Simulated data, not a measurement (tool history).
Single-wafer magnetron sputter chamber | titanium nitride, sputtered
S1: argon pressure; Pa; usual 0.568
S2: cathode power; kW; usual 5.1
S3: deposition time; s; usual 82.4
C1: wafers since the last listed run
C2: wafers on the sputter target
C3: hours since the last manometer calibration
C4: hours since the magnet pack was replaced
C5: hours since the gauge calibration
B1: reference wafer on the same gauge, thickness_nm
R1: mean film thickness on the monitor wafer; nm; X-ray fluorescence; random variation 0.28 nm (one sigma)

| run | hour | S1 | S2 | S3 | C1 | C2 | C3 | C4 | C5 | B1 | R1 |
|---|---|---|---|---|---|---|---|---|---|---|---|
| 1 | 0 | 0.568 | 5.1 | 82.4 | 0 | 2702 | 1893.3 | 9188.1 | 109.1 | 81.198 | 75.88 |
| 2 | 9.4 | 0.568 | 5.1 | 82.4 | 220 | 2922 | 1902.7 | 9197.5 | 118.5 | 81.103 | 75.161 |
| 3 | 20 | 0.568 | 5.1 | 82.4 | 248 | 3170 | 1913.3 | 9208.1 | 129.1 | 81.087 | 75.425 |
| 4 | 36 | 0.568 | 5.1 | 82.4 | 374 | 3545 | 1929.3 | 9224.1 | 145.1 | 81.255 | 75.032 |
| 5 | 47.8 | 0.568 | 5.1 | 86.6 | 276 | 3821 | 1941.1 | 9235.9 | 156.9 | 81.129 | 79.001 |
| 6 | 61.7 | 0.568 | 5.1 | 82.4 | 325 | 4147 | 1955 | 9249.8 | 170.8 | 81.184 | 75.362 |
| 7 | 70.3 | 0.568 | 5.1 | 82.4 | 201 | 4348 | 1963.6 | 9258.4 | 179.4 | 81.284 | 74.946 |
| 8 | 76.7 | 0.568 | 5.1 | 82.4 | 149 | 4498 | 1970 | 9264.8 | 185.8 | 81.176 | 74.281 |
| 9 | 85.7 | 0.568 | 5.1 | 82.4 | 210 | 4709 | 1979 | 9273.8 | 194.8 | 81.24 | 74.074 |
| 10 | 117.6 | 0.568 | 5.1 | 82.4 | 747 | 5456 | 2010.9 | 9305.7 | 226.7 | 81.277 | 73.872 |
| 11 | 127.2 | 0.702 | 5.1 | 82.4 | 224 | 5680 | 2020.5 | 9315.3 | 236.3 | 81.222 | 70.749 |
| 12 | 137.9 | 0.568 | 5.1 | 82.4 | 250 | 5931 | 2031.2 | 9326 | 247 | 81.193 | 73.838 |
|  | 152.7 | sputter target and shields replaced |
| 13 | 153.2 | 0.568 | 5.1 | 82.4 | 170 | 11 | 2046.5 | 9341.3 | 262.3 | 81.001 | 70.022 |
| 14 | 166.5 | 0.726 | 5.1 | 82.4 | 311 | 322 | 2059.8 | 9354.6 | 275.6 | 81.062 | 66.542 |
|  | 182.5 | magnet pack replaced |
| 15 | 183 | 0.488 | 5.1 | 82.4 | 199 | 521 | 2076.3 | 0.5 | 292.1 | 81.22 | 71.647 |
| 16 | 195.8 | 0.568 | 5.1 | 82.4 | 299 | 821 | 2089.1 | 13.3 | 304.9 | 81.202 | 70.346 |
|  | 199.6 | gauge calibrated |
| 17 | 208.2 | 0.568 | 5.1 | 82.4 | 290 | 1112 | 2101.5 | 25.7 | 8.6 | 81.313 | 69.78 |
| 18 | 218.5 | 0.686 | 5.1 | 91.1 | 241 | 1353 | 2111.8 | 36 | 18.9 | 81.158 | 74.64 |
|  | 230.9 | sputter target and shields replaced, repeated, since the last time left the tool worse |
|  | 233.3 | capacitance manometer re-zeroed and calibrated |
| 19 | 233.8 | 0.44 | 5.1 | 71.7 | 114 | 12 | 0.5 | 51.3 | 34.2 | 81.142 | 69.333 |
| 20 | 240.4 | 0.568 | 6.2 | 82.4 | 154 | 166 | 7.1 | 57.9 | 40.8 | 81.143 | 87.125 |
| 21 | 255.6 | 0.476 | 6.25 | 74 | 355 | 522 | 22.3 | 73.1 | 56 | 81.328 | 81.729 |
| 22 | 269.5 | 0.77 | 6.25 | 82.4 | 325 | 848 | 36.2 | 87 | 69.9 | 81.278 | 82.67 |
| 23 | 276 | 0.455 | 4.4 | 87.1 | 152 | 1000 | 42.7 | 93.5 | 76.4 | 81.172 | 75.415 |
| 24 | 286.8 | 0.568 | 3.95 | 92.2 | 252 | 1253 | 53.5 | 104.3 | 87.2 | 81.199 | 72.128 |
| 25 | 293.8 | 0.432 | 6.25 | 67.4 | 163 | 1417 | 60.5 | 111.3 | 94.2 | 81.079 | 74.786 |
| 26 | 304.6 | 0.349 | 6.3 | 94.7 | 252 | 1670 | 71.3 | 122.1 | 105 | 81.272 | 107.974 |
| 27 | 320.7 | 0.743 | 5.5 | 88.1 | 377 | 2047 | 87.4 | 138.2 | 121.1 | 81.243 | 80.924 |

3 ways to go on from here, each from the tool as it stands after run 27. What would each give?
| A | 321.1 | 0.568 | 5.1 | 82.4 | 9 | 2056 | 87.8 | 138.6 | 121.5 | ? | ? |
| B | 321.1 | 0.568 | 4.45 | 82.4 | 9 | 2056 | 87.8 | 138.6 | 121.5 | ? | ? |
| C | 321.1 | 0.678 | 5.1 | 82.4 | 9 | 2056 | 87.8 | 138.6 | 121.5 | ? | ? |

| run | B1 | R1 |
|---|---|---|
| A | 81.226 | 75.877 |
| B | 81.226 | 69.225 |
| C | 81.226 | 73.336 |
Without the tool's hidden state the same runs would have given:
| run | R1 |
|---|---|
| A | 76.371 |
| B | 69.675 |
| C | 73.813 |
